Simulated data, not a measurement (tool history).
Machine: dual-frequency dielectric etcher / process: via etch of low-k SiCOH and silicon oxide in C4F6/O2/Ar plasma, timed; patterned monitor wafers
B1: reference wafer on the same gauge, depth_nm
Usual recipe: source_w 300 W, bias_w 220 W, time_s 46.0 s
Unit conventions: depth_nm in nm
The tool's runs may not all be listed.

{"run": 1, "day": 0.0, "source_w": 300, "bias_w": 220, "time_s": 46.0, "B1": 119.0, "depth_nm": 121.9}
{"run": 2, "day": 1.954, "source_w": 300, "bias_w": 220, "time_s": 46.0, "B1": 118.7, "depth_nm": 120.4}
{"day": 4.946, "done": "wet clean of the chamber"}
{"run": 3, "day": 4.967, "source_w": 300, "bias_w": 220, "time_s": 46.0, "B1": 119.3, "depth_nm": 120.7}
{"day": 5.342, "done": "source power generator calibrated"}
{"run": 4, "day": 5.996, "source_w": 300, "bias_w": 220, "time_s": 46.0, "B1": 119.4, "depth_nm": 119.7}
{"run": 5, "day": 8.238, "source_w": 300, "bias_w": 220, "time_s": 46.0, "B1": 118.9, "depth_nm": 120.6}
{"run": 6, "day": 9.725, "source_w": 280, "bias_w": 261, "time_s": 46.0, "B1": 119.5, "depth_nm": 127.4}
{"day": 11.9, "done": "upper electrode replaced, of another model than before"}
{"run": 7, "day": 12.196, "source_w": 280, "bias_w": 261, "time_s": 46.0, "B1": 118.9, "depth_nm": 130.5}
{"run": 8, "day": 13.417, "source_w": 230, "bias_w": 220, "time_s": 56.5, "B1": 119.2, "depth_nm": 125.5}
{"run": 9, "day": 15.592, "source_w": 300, "bias_w": 201, "time_s": 46.0, "B1": 118.8, "depth_nm": 109.2}
{"run": 10, "day": 16.746, "source_w": 300, "bias_w": 268, "time_s": 37.5, "B1": 119.0, "depth_nm": 113.5}
{"day": 17.4, "done": "gauge calibrated"}
{"run": 11, "day": 19.696, "source_w": 300, "bias_w": 183, "time_s": 46.0, "B1": 119.4, "depth_nm": 99.0}
{"run": 12, "day": 22.567, "source_w": 320, "bias_w": 220, "time_s": 32.5, "B1": 119.1, "depth_nm": 86.5}
{"run": 13, "day": 24.862, "source_w": 300, "bias_w": 220, "time_s": 59.5, "B1": 119.0, "depth_nm": 151.9}
{"run": 14, "day": 27.5, "source_w": 350, "bias_w": 195, "time_s": 46.0, "B1": 119.1, "depth_nm": 113.4}
{"run": 15, "day": 29.821, "source_w": 300, "bias_w": 168, "time_s": 56.5, "B1": 118.7, "depth_nm": 109.6}
{"run": 16, "day": 30.988, "source_w": 370, "bias_w": 220, "time_s": 33.0, "B1": 118.9, "depth_nm": 92.9}
{"day": 33.496, "done": "bias power generator calibrated"}
{"day": 33.779, "done": "wet clean of the chamber"}
{"run": 17, "day": 33.8, "source_w": 300, "bias_w": 220, "time_s": 46.0, "B1": 119.3, "depth_nm": 121.8}
{"run": 18, "day": 35.038, "source_w": 350, "bias_w": 220, "time_s": 46.0, "B1": 119.4, "depth_nm": 131.8}
{"run": 19, "day": 37.058, "source_w": 300, "bias_w": 220, "time_s": 46.0, "B1": 118.5, "depth_nm": 122.9}
{"run": 20, "day": 39.3, "source_w": 300, "bias_w": 220, "time_s": 46.0, "B1": 118.7, "depth_nm": 122.7}
{"run": 21, "day": 41.533, "source_w": 300, "bias_w": 204, "time_s": 42.0, "B1": 119.1, "depth_nm": 105.0}

Run 22 comes next. What will it give?
{"run": 22, "day": 43.996, "source_w": 300, "bias_w": 260, "time_s": 46.0, "B1": "?", "depth_nm": "?"}

{"run 22": {"B1": 119.2, "depth_nm": 139.3}}
On a tool with no hidden condition, and with the same random variation, this run would have come out at depth_nm 139.3 nm.

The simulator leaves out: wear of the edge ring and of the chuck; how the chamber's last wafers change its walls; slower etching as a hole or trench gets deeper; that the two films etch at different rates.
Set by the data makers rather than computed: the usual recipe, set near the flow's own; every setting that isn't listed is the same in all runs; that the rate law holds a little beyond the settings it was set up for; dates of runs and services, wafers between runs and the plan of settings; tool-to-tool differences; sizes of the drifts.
